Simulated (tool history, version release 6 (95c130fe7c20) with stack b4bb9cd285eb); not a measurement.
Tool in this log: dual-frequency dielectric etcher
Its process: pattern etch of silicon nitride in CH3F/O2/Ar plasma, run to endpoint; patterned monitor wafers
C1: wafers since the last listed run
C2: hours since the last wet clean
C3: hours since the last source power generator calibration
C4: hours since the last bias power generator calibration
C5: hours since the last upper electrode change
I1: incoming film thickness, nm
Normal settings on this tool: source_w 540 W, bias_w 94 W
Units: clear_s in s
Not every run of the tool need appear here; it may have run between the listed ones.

run 1 hour=0.0 | source_w=540 bias_w=83 | C1=0 C2=173.8 C3=1459.5 C4=4083.6 C5=2253.3 | I1=35.79 | clear_s=45.6
run 2 hour=7.4 | source_w=540 bias_w=83 | C1=86 C2=181.2 C3=1466.9 C4=4091.0 C5=2260.7 | I1=36.05 | clear_s=46.0
run 3 hour=20.5 | source_w=650 bias_w=103 | C1=152 C2=194.3 C3=1480.0 C4=4104.1 C5=2273.8 | I1=35.14 | clear_s=35.9
run 4 hour=38.4 | source_w=620 bias_w=94 | C1=209 C2=212.2 C3=1497.9 C4=4122.0 C5=2291.7 | I1=35.88 | clear_s=39.6
run 5 hour=54.4 | source_w=540 bias_w=101 | C1=186 C2=228.2 C3=1513.9 C4=4138.0 C5=2307.7 | I1=35.48 | clear_s=40.8
run 6 hour=62.7 | source_w=540 bias_w=105 | C1=96 C2=236.5 C3=1522.2 C4=4146.3 C5=2316.0 | I1=36.06 | clear_s=40.4
run 7 hour=74.9 | source_w=540 bias_w=94 | C1=142 C2=248.7 C3=1534.4 C4=4158.5 C5=2328.2 | I1=35.68 | clear_s=42.5
run 8 hour=81.8 | source_w=540 bias_w=94 | C1=80 C2=255.6 C3=1541.3 C4=4165.4 C5=2335.1 | I1=35.71 | clear_s=42.4
run 9 hour=94.1 | source_w=540 bias_w=94 | C1=143 C2=267.9 C3=1553.6 C4=4177.7 C5=2347.4 | I1=35.62 | clear_s=42.2
-- hour=101.7 bias power generator calibrated
run 10 hour=119.9 | source_w=540 bias_w=94 | C1=254 C2=293.7 C3=1579.4 C4=18.2 C5=2373.2 | I1=35.95 | clear_s=42.4
run 11 hour=137.2 | source_w=540 bias_w=94 | C1=202 C2=311.0 C3=1596.7 C4=35.5 C5=2390.5 | I1=35.58 | clear_s=42.0
-- hour=163.9 source power generator calibrated
-- hour=170.1 upper electrode replaced
-- hour=174.3 wet clean of the chamber
run 12 hour=174.8 | source_w=540 bias_w=94 | C1=270 C2=0.5 C3=10.9 C4=73.1 C5=4.7 | I1=36.02 | clear_s=43.8
run 13 hour=175.2 | source_w=540 bias_w=83 | C1=4 C2=0.9 C3=11.3 C4=73.5 C5=5.1 | I1=35.97 | clear_s=46.6
run 14 hour=175.5 | source_w=670 bias_w=79 | C1=3 C2=1.2 C3=11.6 C4=73.8 C5=5.4 | I1=35.57 | clear_s=42.1
run 15 hour=178.7 | source_w=630 bias_w=110 | C1=37 C2=4.4 C3=14.8 C4=77.0 C5=8.6 | I1=35.89 | clear_s=36.7
run 16 hour=191.5 | source_w=630 bias_w=116 | C1=149 C2=17.2 C3=27.6 C4=89.8 C5=21.4 | I1=35.64 | clear_s=35.6
run 17 hour=208.9 | source_w=540 bias_w=103 | C1=203 C2=34.6 C3=45.0 C4=107.2 C5=38.8 | I1=35.82 | clear_s=41.2
run 18 hour=218.0 | source_w=540 bias_w=94 | C1=106 C2=43.7 C3=54.1 C4=116.3 C5=47.9 | I1=35.76 | clear_s=43.0
run 19 hour=230.5 | source_w=630 bias_w=74 | C1=145 C2=56.2 C3=66.6 C4=128.8 C5=60.4 | I1=35.76 | clear_s=45.4
run 20 hour=244.2 | source_w=620 bias_w=78 | C1=159 C2=69.9 C3=80.3 C4=142.5 C5=74.1 | I1=35.67 | clear_s=44.3
run 21 hour=250.3 | source_w=540 bias_w=94 | C1=71 C2=76.0 C3=86.4 C4=148.6 C5=80.2 | I1=35.52 | clear_s=42.9
run 22 hour=264.3 | source_w=640 bias_w=111 | C1=163 C2=90.0 C3=100.4 C4=162.6 C5=94.2 | I1=36.06 | clear_s=36.4
run 23 hour=282.3 | source_w=670 bias_w=71 | C1=210 C2=108.0 C3=118.4 C4=180.6 C5=112.2 | I1=35.62 | clear_s=44.4
run 24 hour=293.0 | source_w=540 bias_w=94 | C1=124 C2=118.7 C3=129.1 C4=191.3 C5=122.9 | I1=35.64 | clear_s=42.9

3 ways to go on from here, each from the tool as it stands after run 24. What would each give?
run A hour=293.4 | source_w=540 bias_w=94 | C1=4 C2=119.1 C3=129.5 C4=191.7 C5=123.3 | I1=35.92 | clear_s=?
run B hour=293.4 | source_w=480 bias_w=80 | C1=4 C2=119.1 C3=129.5 C4=191.7 C5=123.3 | I1=35.92 | clear_s=?
run C hour=293.4 | source_w=540 bias_w=88 | C1=4 C2=119.1 C3=129.5 C4=191.7 C5=123.3 | I1=35.92 | clear_s=?

run=A clear_s=43.1
run=B clear_s=50.6
run=C clear_s=44.7
Without the tool's unlogged condition, the same runs would have read:
run=A clear_s=43.6
run=B clear_s=51.1
run=C clear_s=45.2
